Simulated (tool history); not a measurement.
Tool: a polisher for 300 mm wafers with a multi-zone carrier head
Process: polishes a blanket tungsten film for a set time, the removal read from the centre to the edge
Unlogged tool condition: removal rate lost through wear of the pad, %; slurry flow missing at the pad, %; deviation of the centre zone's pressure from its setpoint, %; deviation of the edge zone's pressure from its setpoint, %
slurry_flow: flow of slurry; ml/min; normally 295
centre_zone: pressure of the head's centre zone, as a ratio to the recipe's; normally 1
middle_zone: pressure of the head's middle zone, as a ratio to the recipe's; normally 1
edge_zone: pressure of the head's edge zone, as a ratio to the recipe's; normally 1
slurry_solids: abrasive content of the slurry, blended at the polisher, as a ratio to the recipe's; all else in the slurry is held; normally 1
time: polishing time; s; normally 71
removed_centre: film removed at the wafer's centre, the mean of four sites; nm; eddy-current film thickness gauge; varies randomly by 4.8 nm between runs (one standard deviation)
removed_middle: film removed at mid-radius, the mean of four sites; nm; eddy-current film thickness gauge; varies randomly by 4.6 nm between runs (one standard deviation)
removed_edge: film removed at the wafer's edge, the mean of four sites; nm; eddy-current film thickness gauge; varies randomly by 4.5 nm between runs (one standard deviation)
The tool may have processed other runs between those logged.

run,hour,slurry_flow,centre_zone,middle_zone,edge_zone,slurry_solids,time,wafers since the last listed run,wafers polished on this pad,hours since the slurry nozzle was cleaned,hours since the centre zone pressure was calibrated,hours since the edge zone pressure was calibrated,hours since the carrier head's membrane was replaced,"incoming thickness of the incoming film, nm",removed_centre,removed_middle,removed_edge
1,0,295,1,1,1,1,71,0,576,24.2,1025.9,31.8,838.8,1462.1,354,374.7,360.7
2,12.4,295,1,1,1,1,71,140,716,36.6,1038.3,44.2,851.2,1483.5,358.1,363.9,348.5
3,23.6,295,1,1.04,1.1,1.2,71,126,843,47.8,1049.5,55.4,862.4,1445.3,356.7,377.7,380.2
4,36.4,295,0.94,0.9,1,1,52,145,988,60.6,1062.3,68.2,875.2,1464.2,238.7,245.3,254.5
# hour 51.9: carrier head's membrane replaced by a new one
# hour 52: worn pad replaced by a new one, repeated, since the last time left the tool worse
5,83.7,295,1,1,1.09,1,71,477,359,107.9,1109.6,115.5,31.8,1451,401.8,409.3,423
6,93.1,295,1,1,1,1,71,106,465,117.3,1119,124.9,41.2,1465,401,412.9,399.4
7,103.7,295,1.1,1.06,0.89,1,49,120,586,127.9,1129.6,135.5,51.8,1475.6,298,294.3,260.6
8,114.1,295,1,0.91,0.91,1.25,78,117,703,138.3,1140,145.9,62.2,1474.5,452.7,443.5,435.6
9,124.5,295,1,1,1,1,63,117,821,148.7,1150.4,156.3,72.6,1448.3,353.5,356.5,344.1
# hour 138.5: worn pad replaced by a new one
10,139,295,1,1,1,0.85,71,118,5,163.2,1164.9,170.8,87.1,1460.4,389.8,406.4,393.1
# hour 146.8: centre zone pressure recalibrated
11,186.7,295,1,1,1,1,85,517,523,210.9,39.9,218.5,134.8,1441.4,474.9,490.7,476.8

What does the tool deliver on the next run?
12,204.2,295,1,1,1,1,71,198,721,228.4,57.4,236,152.3,1482.7,?,?,?

Run 12 came out at removed_centre 396.8 nm, removed_middle 401.4 nm, removed_edge 389.6 nm.
With no hidden state in the tool, this same run would have given removed_centre 411.4 nm, removed_middle 416.2 nm, removed_edge 403.9 nm.

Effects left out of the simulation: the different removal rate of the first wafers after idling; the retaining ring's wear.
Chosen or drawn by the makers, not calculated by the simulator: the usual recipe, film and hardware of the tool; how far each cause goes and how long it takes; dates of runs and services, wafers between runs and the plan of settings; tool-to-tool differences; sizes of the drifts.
